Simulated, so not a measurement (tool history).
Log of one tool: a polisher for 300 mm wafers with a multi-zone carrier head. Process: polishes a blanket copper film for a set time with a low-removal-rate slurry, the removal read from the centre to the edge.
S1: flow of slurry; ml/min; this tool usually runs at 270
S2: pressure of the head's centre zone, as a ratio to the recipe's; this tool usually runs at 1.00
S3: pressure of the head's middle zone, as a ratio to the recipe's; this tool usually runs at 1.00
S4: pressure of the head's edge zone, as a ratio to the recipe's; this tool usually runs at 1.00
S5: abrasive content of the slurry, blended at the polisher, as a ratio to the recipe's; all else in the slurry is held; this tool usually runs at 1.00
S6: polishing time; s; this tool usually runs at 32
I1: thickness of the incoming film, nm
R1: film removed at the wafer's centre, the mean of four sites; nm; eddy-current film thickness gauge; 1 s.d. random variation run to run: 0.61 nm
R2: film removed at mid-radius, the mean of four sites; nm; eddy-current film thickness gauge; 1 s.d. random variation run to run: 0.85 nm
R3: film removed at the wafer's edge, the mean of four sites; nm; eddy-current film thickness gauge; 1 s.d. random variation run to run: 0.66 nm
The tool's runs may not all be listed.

run,hour,S1,S2,S3,S4,S5,S6,I1,R1,R2,R3
1,0.0,270,1.00,1.00,1.00,1.00,32,939.8,77.5,78.2,77.1
2,33.8,270,1.00,1.00,1.00,1.00,32,938.0,76.1,78.0,76.5
3,49.5,270,1.07,1.00,1.00,1.00,32,926.8,82.8,77.4,76.9
# hour 56.9: worn pad replaced by a new one
4,61.5,270,1.07,1.00,1.00,1.00,32,911.3,80.6,75.8,75.7
5,96.0,270,1.07,1.00,1.00,1.00,32,936.4,80.9,75.9,77.0
# hour 117.2: carrier head's membrane replaced by a new one
6,128.1,270,1.00,1.00,1.00,0.80,32,928.1,73.1,74.2,73.8
7,159.5,270,1.00,1.00,1.00,1.00,32,926.5,75.9,75.9,76.2
# hour 166.4: slurry nozzle cleaned
# hour 177.5: worn pad replaced by a new one
8,178.0,270,1.00,1.00,1.00,1.00,32,939.6,79.0,78.6,76.8
9,203.0,270,1.00,1.00,1.00,1.00,32,931.7,77.3,76.4,76.2
10,215.2,270,1.00,0.94,1.00,1.00,27,920.7,64.2,62.3,65.2
11,232.6,205,0.89,0.96,0.94,1.00,32,919.9,64.7,70.4,72.5
12,255.6,270,1.00,1.05,0.88,1.00,32,938.3,75.6,77.5,71.7
# hour 291.5: worn pad replaced by a new one
13,292.0,270,1.08,1.00,1.00,1.00,32,939.4,81.3,76.5,75.7
# hour 299.3: centre zone pressure recalibrated
14,320.7,270,1.00,1.00,1.08,1.00,26,940.8,61.2,62.9,63.0
# hour 329.8: edge zone pressure recalibrated
15,333.5,270,1.00,0.96,1.00,1.00,38,925.5,88.4,87.0,89.8
16,352.4,270,1.06,1.00,1.05,1.00,32,939.4,78.6,75.0,75.7
# hour 360.8: slurry nozzle cleaned
17,366.9,205,0.89,0.96,0.94,1.00,32,918.0,67.3,72.8,74.0
18,386.8,270,1.00,1.00,1.00,0.75,32,929.9,74.7,74.7,73.9
19,411.1,270,0.93,1.00,1.00,1.00,32,919.8,70.7,77.3,77.7
# hour 424.2: worn pad replaced by a new one
20,436.7,270,1.00,1.00,1.00,0.75,32,934.2,72.2,73.4,72.6
21,459.6,270,1.00,1.00,1.05,0.85,32,950.7,73.3,74.1,75.6
22,495.2,270,1.00,1.00,1.00,1.00,32,934.1,75.9,76.8,75.0

What was the tool's hidden state at every run in the log?
removal rate lost through wear of the pad, %: 0 at every run
deviation of the centre zone's pressure from its setpoint, %: 0 at every run
deviation of the edge zone's pressure from its setpoint, %: 0 at every run
H1: slurry flow missing at the pad, %
run,H1
1,11.7
2,18.2
3,20.3
4,21.6
5,24.2
6,25.7
7,26.7
8,8.67
9,15.8
10,18.5
11,21.5
12,24.5
13,27.6
14,29.1
15,29.6
16,30.2
17,6.17
18,12.6
19,18.2
20,22.4
21,25
22,27.6

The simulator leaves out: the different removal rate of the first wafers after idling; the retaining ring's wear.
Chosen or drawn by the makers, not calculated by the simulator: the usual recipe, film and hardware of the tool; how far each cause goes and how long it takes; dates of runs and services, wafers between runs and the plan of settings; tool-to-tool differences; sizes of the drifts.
